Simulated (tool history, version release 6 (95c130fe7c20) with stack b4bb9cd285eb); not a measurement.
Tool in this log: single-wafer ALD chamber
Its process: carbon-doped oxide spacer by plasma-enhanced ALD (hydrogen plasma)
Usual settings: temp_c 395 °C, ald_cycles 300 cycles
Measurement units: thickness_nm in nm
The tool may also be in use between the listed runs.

| run | day | temp_c | ald_cycles | wafers since the last listed run | hours since the last thermocouple change | hours since the gauge calibration | read-back reference wafer on the same gauge, thickness_nm | thickness_nm |
|---|---|---|---|---|---|---|---|---|
| 1 | 0 | 388 | 329 | 0 | 885.6 | 498.3 | 14.292 | 16.628 |
| 2 | 0.546 | 395 | 300 | 18 | 898.7 | 511.4 | 14.277 | 15.122 |
| 3 | 1.379 | 395 | 300 | 28 | 918.7 | 531.4 | 14.278 | 15.157 |
| 4 | 2.042 | 395 | 300 | 22 | 934.6 | 547.3 | 14.261 | 15.162 |
| 5 | 2.842 | 395 | 300 | 27 | 953.8 | 566.5 | 14.278 | 15.127 |
| 6 | 4.258 | 395 | 300 | 48 | 987.8 | 600.5 | 14.243 | 15.118 |
| 7 | 5.433 | 395 | 300 | 40 | 1016 | 628.7 | 14.222 | 14.995 |
| 8 | 6.196 | 395 | 300 | 25 | 1034.3 | 647 | 14.231 | 15.09 |
| 9 | 7.579 | 395 | 300 | 47 | 1067.5 | 680.2 | 14.21 | 15.055 |
| 10 | 8.617 | 395 | 300 | 35 | 1092.4 | 705.1 | 14.207 | 15.05 |
| 11 | 9.95 | 395 | 254 | 45 | 1124.4 | 737.1 | 14.179 | 12.757 |
| 12 | 11.438 | 395 | 254 | 50 | 1160.1 | 772.8 | 14.164 | 12.678 |
| 13 | 12.242 | 395 | 254 | 27 | 1179.4 | 792.1 | 14.151 | 12.701 |
| 14 | 13.612 | 395 | 300 | 46 | 1212.3 | 825 | 14.138 | 15.011 |
| 15 | 14.154 | 385 | 337 | 18 | 1225.3 | 838 | 14.121 | 16.815 |
| 16 | 15.117 | 395 | 342 | 32 | 1248.4 | 861.1 | 14.122 | 16.991 |
|  | 15.733 | gauge calibrated |
| 17 | 15.796 | 390 | 270 | 23 | 1264.7 | 1.5 | 14.382 | 13.713 |
| 18 | 16.421 | 404 | 340 | 21 | 1279.7 | 16.5 | 14.377 | 16.96 |
| 19 | 17.717 | 395 | 281 | 44 | 1310.8 | 47.6 | 14.37 | 14.273 |
| 20 | 19.079 | 395 | 300 | 46 | 1343.5 | 80.3 | 14.373 | 15.255 |
| 21 | 20.246 | 395 | 325 | 39 | 1371.5 | 108.3 | 14.369 | 16.432 |
|  | 21.254 | thermocouple changed; heater temperature recalibrated |
| 22 | 21.275 | 390 | 331 | 23 | 0.5 | 133 | 14.357 | 16.773 |
| 23 | 22.204 | 389 | 280 | 31 | 22.8 | 155.3 | 14.359 | 14.141 |
| 24 | 24.583 | 409 | 300 | 81 | 79.9 | 212.4 | 14.351 | 14.73 |
| 25 | 26.3 | 395 | 300 | 58 | 121.1 | 253.6 | 14.362 | 15.174 |
| 26 | 27.446 | 404 | 340 | 39 | 148.6 | 281.1 | 14.335 | 16.957 |
| 27 | 28.712 | 395 | 300 | 43 | 179 | 311.5 | 14.325 | 15.142 |
| 28 | 29.779 | 395 | 355 | 36 | 204.6 | 337.1 | 14.321 | 18.023 |

Below, some changes in thickness_nm between adjacent runs. For each, the amount present without the hidden state too (settings, incoming material, random variation) and the amount remaining for the hidden state with gauge scatter not shared by both compared results:
Hidden state at play: wafer temperature above the value expected at the setpoint (K); gauge reads high (%).
Run 13 -> 14: ald_cycles 254 -> 300. thickness_nm +2.31 nm: hidden state -0.061, all else +2.371.
Run 16 -> 17: temp_c 395 -> 390, ald_cycles 342 -> 270, gauge calibrated. thickness_nm -3.278 nm: hidden state +0.314, all else -3.592.
Run 17 -> 18: temp_c 390 -> 404, ald_cycles 270 -> 340. thickness_nm +3.247 nm: hidden state -0.006, all else +3.253.

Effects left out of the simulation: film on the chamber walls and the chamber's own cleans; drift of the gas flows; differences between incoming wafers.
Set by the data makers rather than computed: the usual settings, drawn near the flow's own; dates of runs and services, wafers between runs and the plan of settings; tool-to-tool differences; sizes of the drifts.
